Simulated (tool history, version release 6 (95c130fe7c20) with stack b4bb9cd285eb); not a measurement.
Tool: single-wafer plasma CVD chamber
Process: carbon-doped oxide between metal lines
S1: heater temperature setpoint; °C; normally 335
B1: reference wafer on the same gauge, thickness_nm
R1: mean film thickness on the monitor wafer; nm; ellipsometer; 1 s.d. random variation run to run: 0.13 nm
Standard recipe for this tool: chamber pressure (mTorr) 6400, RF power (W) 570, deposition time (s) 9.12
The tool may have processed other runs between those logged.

run 1 hour=0 | S1=335 chamber_pressure_(mTorr)=6400 RF_power_(W)=505 deposition_time_(s)=9.12 | B1=63.124 | R1=51.807
run 2 hour=29.9 | S1=335 chamber_pressure_(mTorr)=6400 RF_power_(W)=505 deposition_time_(s)=9.12 | B1=63.084 | R1=52.152
run 3 hour=81.7 | S1=335 chamber_pressure_(mTorr)=6400 RF_power_(W)=570 deposition_time_(s)=9.12 | B1=63.101 | R1=56.555
run 4 hour=109.1 | S1=335 chamber_pressure_(mTorr)=6400 RF_power_(W)=570 deposition_time_(s)=9.12 | B1=63.084 | R1=56.728
-- hour=155.3 capacitance manometer re-zeroed and calibrated
run 5 hour=155.8 | S1=335 chamber_pressure_(mTorr)=6400 RF_power_(W)=570 deposition_time_(s)=9.12 | B1=63.092 | R1=56.65
run 6 hour=210.5 | S1=335 chamber_pressure_(mTorr)=7640 RF_power_(W)=505 deposition_time_(s)=9.7 | B1=63.114 | R1=55.354
-- hour=329.8 RF generator calibrated
-- hour=343.2 gauge calibrated
-- hour=376 showerhead replaced
run 7 hour=411.6 | S1=335 chamber_pressure_(mTorr)=6400 RF_power_(W)=570 deposition_time_(s)=9.12 | B1=63.107 | R1=57.915
run 8 hour=459.5 | S1=335 chamber_pressure_(mTorr)=7780 RF_power_(W)=570 deposition_time_(s)=7.53 | B1=63.043 | R1=48.584
run 9 hour=514.9 | S1=349 chamber_pressure_(mTorr)=6400 RF_power_(W)=570 deposition_time_(s)=9.12 | B1=63.053 | R1=55.335
run 10 hour=564 | S1=349 chamber_pressure_(mTorr)=5330 RF_power_(W)=570 deposition_time_(s)=7.64 | B1=63.082 | R1=45.804
run 11 hour=590.3 | S1=322 chamber_pressure_(mTorr)=6400 RF_power_(W)=570 deposition_time_(s)=9.12 | B1=63.149 | R1=61.297
run 12 hour=654.8 | S1=349 chamber_pressure_(mTorr)=7150 RF_power_(W)=570 deposition_time_(s)=10 | B1=63.131 | R1=60.931
run 13 hour=699.2 | S1=335 chamber_pressure_(mTorr)=6400 RF_power_(W)=495 deposition_time_(s)=9.12 | B1=63.089 | R1=52.245
run 14 hour=754.1 | S1=335 chamber_pressure_(mTorr)=5530 RF_power_(W)=480 deposition_time_(s)=10.49 | B1=63.08 | R1=58.091
run 15 hour=802.5 | S1=335 chamber_pressure_(mTorr)=6400 RF_power_(W)=570 deposition_time_(s)=9.12 | B1=63.127 | R1=58.056
-- hour=824 thermocouple changed; heater temperature recalibrated
run 16 hour=839.2 | S1=329 chamber_pressure_(mTorr)=6400 RF_power_(W)=610 deposition_time_(s)=9.12 | B1=63.08 | R1=62.434
run 17 hour=875.4 | S1=323 chamber_pressure_(mTorr)=6970 RF_power_(W)=570 deposition_time_(s)=7.42 | B1=63.066 | R1=49.754
run 18 hour=947.8 | S1=350 chamber_pressure_(mTorr)=6400 RF_power_(W)=535 deposition_time_(s)=9.12 | B1=63.173 | R1=52.712
run 19 hour=977.6 | S1=331 chamber_pressure_(mTorr)=6400 RF_power_(W)=530 deposition_time_(s)=7.74 | B1=63.155 | R1=47.571
run 20 hour=1036.7 | S1=335 chamber_pressure_(mTorr)=6400 RF_power_(W)=570 deposition_time_(s)=9.12 | B1=63.081 | R1=57.874
run 21 hour=1077.8 | S1=335 chamber_pressure_(mTorr)=6400 RF_power_(W)=570 deposition_time_(s)=9.12 | B1=63.136 | R1=57.9
run 22 hour=1145 | S1=335 chamber_pressure_(mTorr)=7840 RF_power_(W)=570 deposition_time_(s)=9.12 | B1=63.092 | R1=58.331
run 23 hour=1173.3 | S1=335 chamber_pressure_(mTorr)=6400 RF_power_(W)=605 deposition_time_(s)=9.12 | B1=63.097 | R1=60.397
run 24 hour=1234 | S1=350 chamber_pressure_(mTorr)=5010 RF_power_(W)=665 deposition_time_(s)=8.58 | B1=63.07 | R1=56.475
run 25 hour=1283.8 | S1=335 chamber_pressure_(mTorr)=6400 RF_power_(W)=570 deposition_time_(s)=7.52 | B1=63.1 | R1=47.654
run 26 hour=1343.4 | S1=335 chamber_pressure_(mTorr)=6400 RF_power_(W)=570 deposition_time_(s)=9.12 | B1=63.097 | R1=57.793
run 27 hour=1385.8 | S1=335 chamber_pressure_(mTorr)=6400 RF_power_(W)=570 deposition_time_(s)=9.12 | B1=63.029 | R1=57.709

What was the tool's hidden state at every run in the log?
wafer temperature above the value expected at the setpoint (K): 0 across all the runs
true pressure above the setpoint (%): 0 across all the runs
gauge reads high (%): 0 across all the runs
H1: delivered RF power above the setpoint (%)
run=1 H1=-3.14
run=2 H1=-3.23
run=3 H1=-3.39
run=4 H1=-3.47
run=5 H1=-3.62
run=6 H1=-3.79
run=7 H1=-0.134
run=8 H1=-0.143
run=9 H1=-0.158
run=10 H1=-0.175
run=11 H1=-0.186
run=12 H1=-0.217
run=13 H1=-0.243
run=14 H1=-0.28
run=15 H1=-0.316
run=16 H1=-0.346
run=17 H1=-0.378
run=18 H1=-0.449
run=19 H1=-0.481
run=20 H1=-0.548
run=21 H1=-0.598
run=22 H1=-0.686
run=23 H1=-0.725
run=24 H1=-0.814
run=25 H1=-0.892
run=26 H1=-0.99
run=27 H1=-1.06

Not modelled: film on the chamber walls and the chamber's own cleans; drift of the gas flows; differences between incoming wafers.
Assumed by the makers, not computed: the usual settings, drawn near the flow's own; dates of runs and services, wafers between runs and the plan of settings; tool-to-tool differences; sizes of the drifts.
